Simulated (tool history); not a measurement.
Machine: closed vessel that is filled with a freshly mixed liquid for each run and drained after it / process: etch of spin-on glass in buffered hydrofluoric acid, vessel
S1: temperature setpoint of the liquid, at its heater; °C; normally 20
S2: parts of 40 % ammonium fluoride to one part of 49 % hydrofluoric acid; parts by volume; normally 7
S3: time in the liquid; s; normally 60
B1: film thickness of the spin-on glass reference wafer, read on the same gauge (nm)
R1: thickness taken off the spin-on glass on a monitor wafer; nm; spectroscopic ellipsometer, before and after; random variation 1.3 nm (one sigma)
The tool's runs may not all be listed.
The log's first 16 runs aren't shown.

run   hour    S1   S2  S3     B1      R1
 17  570.8  22.5    5  60  30.02  440.45
 18    591    20    7  60     30  287.36
 19    605  22.5    6  30  30.01  188.93
 20    623  23.5    5  75     30  578.82
 21  636.5    20    7  60  30.01  286.85
 22  690.4    17    7  30  30.01  121.11
 23  703.2  17.5    7  60  30.01  247.41
 24  720.7    25  9.5  40  29.99  186.08
 25  741.8    20    7  60  30.02  284.66
 26  758.2  23.5  8.5  75     30   352.2
 27  781.2    20    7  85  29.99  407.28
 28  804.1    23  5.5  90  29.99  624.87
 29  826.6    17  5.5  75     30  370.82
 30  853.5    20    5  90  30.03  574.28
 31  885.8    24  5.5  50  29.99  364.19
 32  911.7    17    6  30  30.01  137.81

Predict each of these 3 candidate next runs independently; none follows another, all start after run 32:
  A  912.4    20   7  35   ?   ?
  B  912.4    17   7  75   ?   ?
  C  912.4  22.5   8  50   ?   ?

run     B1      R1
  A  29.99  164.47
  B  29.99   297.3
  C  29.99  233.77
Stripped of hidden state, with their random variation kept, the same runs would have yielded:
run      R1
  A  170.19
  B  307.85
  C  241.76
